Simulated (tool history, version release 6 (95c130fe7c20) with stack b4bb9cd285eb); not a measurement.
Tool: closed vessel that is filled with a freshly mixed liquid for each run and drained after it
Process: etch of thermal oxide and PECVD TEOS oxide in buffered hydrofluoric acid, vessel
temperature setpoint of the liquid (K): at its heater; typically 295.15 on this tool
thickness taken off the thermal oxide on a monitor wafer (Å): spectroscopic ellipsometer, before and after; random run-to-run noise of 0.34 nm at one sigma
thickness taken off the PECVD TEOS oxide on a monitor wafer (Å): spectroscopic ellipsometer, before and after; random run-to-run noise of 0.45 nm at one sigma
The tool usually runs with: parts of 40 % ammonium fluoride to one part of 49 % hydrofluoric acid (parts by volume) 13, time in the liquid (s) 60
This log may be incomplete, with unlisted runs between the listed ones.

run,day,temperature setpoint of the liquid (K),parts of 40 % ammonium fluoride to one part of 49 % hydrofluoric acid (parts by volume),time in the liquid (s),"read-back film thickness of the thermal oxide reference wafer, read on the same gauge (nm)","read-back film thickness of the PECVD TEOS oxide reference wafer, read on the same gauge (nm)",thickness taken off the thermal oxide on a monitor wafer (Å),thickness taken off the PECVD TEOS oxide on a monitor wafer (Å)
1,0,298.15,13,60,69.99,80.01,611.3,899.4
2,4.133,298.15,13,60,70.01,80,606.2,896.2
3,7.129,298.15,13,60,69.99,80,602.6,894.8
4,10.017,295.15,13,60,69.99,80.02,520.9,762.8
5,12.058,295.15,13,60,69.99,80,514.1,769.9
6,14.417,295.15,13,60,70,80,517,769
7,16.7,295.15,13,35,69.99,80,301.4,451.2
8,29.021,295.15,10.5,60,69.98,79.99,635.7,951
9,33.254,295.15,13,60,69.99,79.99,510.5,770.5
10,35.112,291.15,13,60,70.01,80,412,609.4
11,37.454,299.15,15,60,70.01,80.01,553.3,821.8
12,41.033,291.15,13,80,69.99,80,551.7,815
13,45.304,295.15,13,60,70.02,80.02,518.2,763.6
14,49.596,295.15,14.5,60,70.01,80.01,463.6,691.5
15,52.454,295.15,13,60,69.99,80.01,511.7,773.4
16,62.05,297.65,9.5,60,70.02,79.98,793.4,1173.8
17,65.8,290.65,13,35,70.01,80.03,235.4,347.4
18,68,299.15,16.5,50,70,80,420.8,625.9
19,69.654,295.15,13,50,69.98,79.98,427.3,637.5
20,73.033,293.15,11,75,69.98,80.01,680.7,1005.5
21,76.362,295.15,13,60,70,80,515.2,765.3
22,80.333,295.15,13,60,69.99,80,513.4,757.2
23,90.588,295.15,13,60,70.01,79.99,515.2,763.2
24,92.95,298.65,15,45,70,79.99,407.8,602.9
25,96.258,292.15,16,35,70,80.02,208,305.7

Not shown: 3 entries that the log had between the listed runs. Between which runs, and how does the tool's hidden state differ before and after?
Logged between run 7 and run 8: thermometer replaced (day 21.388); gauge calibrated (day 24.183); hydrofluoric acid flow meter replaced (day 28.746)
  both runs share identical hidden conditions
